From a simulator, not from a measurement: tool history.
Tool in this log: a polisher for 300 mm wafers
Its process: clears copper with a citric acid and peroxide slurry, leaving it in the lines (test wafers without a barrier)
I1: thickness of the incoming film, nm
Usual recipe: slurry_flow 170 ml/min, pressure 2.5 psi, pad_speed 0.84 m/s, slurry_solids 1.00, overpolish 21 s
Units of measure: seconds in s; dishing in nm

{"run": 1, "hour": 0.0, "slurry_flow": 170, "pressure": 2.5, "pad_speed": 0.84, "slurry_solids": 1.0, "overpolish": 21, "I1": 253.2, "seconds": 195.5, "dishing": 23.6}
{"hour": 36.4, "done": "head pressure recalibrated"}
{"run": 2, "hour": 91.5, "slurry_flow": 170, "pressure": 2.5, "pad_speed": 0.84, "slurry_solids": 1.0, "overpolish": 21, "I1": 252.4, "seconds": 207.8, "dishing": 22.8}
{"hour": 117.4, "done": "worn pad replaced by a new one"}
{"run": 3, "hour": 117.9, "slurry_flow": 170, "pressure": 2.5, "pad_speed": 0.84, "slurry_solids": 1.0, "overpolish": 21, "I1": 251.0, "seconds": 178.4, "dishing": 25.4}
{"run": 4, "hour": 144.5, "slurry_flow": 170, "pressure": 2.5, "pad_speed": 0.84, "slurry_solids": 1.1, "overpolish": 21, "I1": 245.2, "seconds": 177.1, "dishing": 25.5}
{"run": 5, "hour": 158.7, "slurry_flow": 170, "pressure": 2.5, "pad_speed": 0.84, "slurry_solids": 1.0, "overpolish": 21, "I1": 251.6, "seconds": 184.4, "dishing": 25.1}
{"run": 6, "hour": 177.8, "slurry_flow": 170, "pressure": 2.5, "pad_speed": 0.84, "slurry_solids": 1.0, "overpolish": 21, "I1": 248.3, "seconds": 179.9, "dishing": 25.2}
{"hour": 188.1, "done": "slurry nozzle cleaned"}
{"run": 7, "hour": 194.1, "slurry_flow": 170, "pressure": 2.5, "pad_speed": 0.84, "slurry_solids": 1.0, "overpolish": 21, "I1": 245.8, "seconds": 186.5, "dishing": 24.5}
{"run": 8, "hour": 220.8, "slurry_flow": 170, "pressure": 2.5, "pad_speed": 0.84, "slurry_solids": 1.0, "overpolish": 21, "I1": 251.4, "seconds": 185.9, "dishing": 23.9}
{"run": 9, "hour": 240.7, "slurry_flow": 170, "pressure": 2.8, "pad_speed": 0.84, "slurry_solids": 1.0, "overpolish": 21, "I1": 250.5, "seconds": 178.6, "dishing": 26.2}
{"run": 10, "hour": 260.4, "slurry_flow": 170, "pressure": 2.5, "pad_speed": 0.84, "slurry_solids": 1.0, "overpolish": 21, "I1": 244.7, "seconds": 193.5, "dishing": 23.7}
{"hour": 267.0, "done": "slurry blender recalibrated"}
{"run": 11, "hour": 280.2, "slurry_flow": 170, "pressure": 2.5, "pad_speed": 0.84, "slurry_solids": 1.0, "overpolish": 21, "I1": 253.2, "seconds": 199.7, "dishing": 23.4}
{"run": 12, "hour": 302.9, "slurry_flow": 170, "pressure": 3.3, "pad_speed": 0.84, "slurry_solids": 1.0, "overpolish": 21, "I1": 245.4, "seconds": 165.6, "dishing": 28.5}
{"run": 13, "hour": 337.9, "slurry_flow": 170, "pressure": 2.5, "pad_speed": 0.84, "slurry_solids": 1.0, "overpolish": 21, "I1": 250.6, "seconds": 202.8, "dishing": 22.5}
{"run": 14, "hour": 360.9, "slurry_flow": 120, "pressure": 2.5, "pad_speed": 0.84, "slurry_solids": 1.0, "overpolish": 21, "I1": 251.2, "seconds": 221.0, "dishing": 21.2}
{"hour": 366.6, "done": "worn pad replaced by a new one"}
{"run": 15, "hour": 388.0, "slurry_flow": 170, "pressure": 2.5, "pad_speed": 0.84, "slurry_solids": 1.0, "overpolish": 21, "I1": 251.1, "seconds": 178.9, "dishing": 25.1}
{"hour": 418.5, "done": "slurry nozzle cleaned"}
{"run": 16, "hour": 420.3, "slurry_flow": 170, "pressure": 2.5, "pad_speed": 0.84, "slurry_solids": 1.0, "overpolish": 21, "I1": 247.8, "seconds": 183.7, "dishing": 25.0}
{"run": 17, "hour": 434.6, "slurry_flow": 170, "pressure": 2.5, "pad_speed": 0.84, "slurry_solids": 1.0, "overpolish": 21, "I1": 250.5, "seconds": 186.1, "dishing": 24.5}
{"hour": 459.5, "done": "head pressure recalibrated"}
{"run": 18, "hour": 469.4, "slurry_flow": 190, "pressure": 2.5, "pad_speed": 0.84, "slurry_solids": 0.85, "overpolish": 21, "I1": 250.6, "seconds": 189.1, "dishing": 24.0}
{"run": 19, "hour": 490.5, "slurry_flow": 170, "pressure": 2.5, "pad_speed": 0.84, "slurry_solids": 1.0, "overpolish": 21, "I1": 252.3, "seconds": 188.4, "dishing": 24.3}
{"run": 20, "hour": 513.6, "slurry_flow": 170, "pressure": 2.5, "pad_speed": 0.84, "slurry_solids": 1.0, "overpolish": 21, "I1": 244.6, "seconds": 188.9, "dishing": 24.0}
{"run": 21, "hour": 544.5, "slurry_flow": 170, "pressure": 1.7, "pad_speed": 0.54, "slurry_solids": 0.75, "overpolish": 21, "I1": 247.6, "seconds": 335.9, "dishing": 13.8}
{"run": 22, "hour": 579.2, "slurry_flow": 170, "pressure": 2.8, "pad_speed": 1.02, "slurry_solids": 1.0, "overpolish": 21, "I1": 248.8, "seconds": 163.5, "dishing": 27.9}
{"hour": 617.7, "done": "worn pad replaced by a new one"}
{"run": 23, "hour": 618.2, "slurry_flow": 170, "pressure": 3.4, "pad_speed": 0.84, "slurry_solids": 1.0, "overpolish": 21, "I1": 249.6, "seconds": 148.3, "dishing": 31.9}
{"hour": 627.9, "done": "slurry nozzle cleaned"}
{"run": 24, "hour": 646.5, "slurry_flow": 170, "pressure": 2.5, "pad_speed": 0.84, "slurry_solids": 1.0, "overpolish": 21, "I1": 250.7, "seconds": 178.8, "dishing": 25.0}
{"hour": 665.5, "done": "slurry blender recalibrated"}
{"run": 25, "hour": 673.6, "slurry_flow": 150, "pressure": 2.5, "pad_speed": 0.84, "slurry_solids": 1.0, "overpolish": 21, "I1": 248.3, "seconds": 189.6, "dishing": 24.1}
{"run": 26, "hour": 698.5, "slurry_flow": 170, "pressure": 2.5, "pad_speed": 1.04, "slurry_solids": 1.0, "overpolish": 21, "I1": 252.5, "seconds": 167.7, "dishing": 27.7}
{"run": 27, "hour": 721.8, "slurry_flow": 170, "pressure": 2.5, "pad_speed": 0.62, "slurry_solids": 1.0, "overpolish": 21, "I1": 251.8, "seconds": 230.3, "dishing": 20.5}
{"run": 28, "hour": 734.5, "slurry_flow": 170, "pressure": 2.0, "pad_speed": 0.62, "slurry_solids": 1.0, "overpolish": 13, "I1": 252.4, "seconds": 268.6, "dishing": 11.0}

Each row is a separate what-if for the run after 28, all from the same tool condition, not one after another. Results?
{"run": "A", "hour": 735.0, "slurry_flow": 170, "pressure": 2.5, "pad_speed": 0.84, "slurry_solids": 1.2, "overpolish": 21, "I1": 249.0, "seconds": "?", "dishing": "?"}
{"run": "B", "hour": 735.0, "slurry_flow": 170, "pressure": 2.0, "pad_speed": 0.76, "slurry_solids": 1.15, "overpolish": 21, "I1": 249.0, "seconds": "?", "dishing": "?"}
{"run": "C", "hour": 735.0, "slurry_flow": 170, "pressure": 2.5, "pad_speed": 0.98, "slurry_solids": 0.8, "overpolish": 21, "I1": 249.0, "seconds": "?", "dishing": "?"}
{"run": "D", "hour": 735.0, "slurry_flow": 200, "pressure": 2.5, "pad_speed": 0.84, "slurry_solids": 1.0, "overpolish": 21, "I1": 249.0, "seconds": "?", "dishing": "?"}

run=A seconds=184.6 dishing=24.7
run=B seconds=229.1 dishing=20.1
run=C seconds=178.0 dishing=25.6
run=D seconds=186.2 dishing=24.5
Had the tool no hidden state, the same runs would have come out as:
run=A seconds=170.3 dishing=26.6
run=B seconds=211.4 dishing=21.7
run=C seconds=164.2 dishing=27.5
run=D seconds=171.8 dishing=26.4
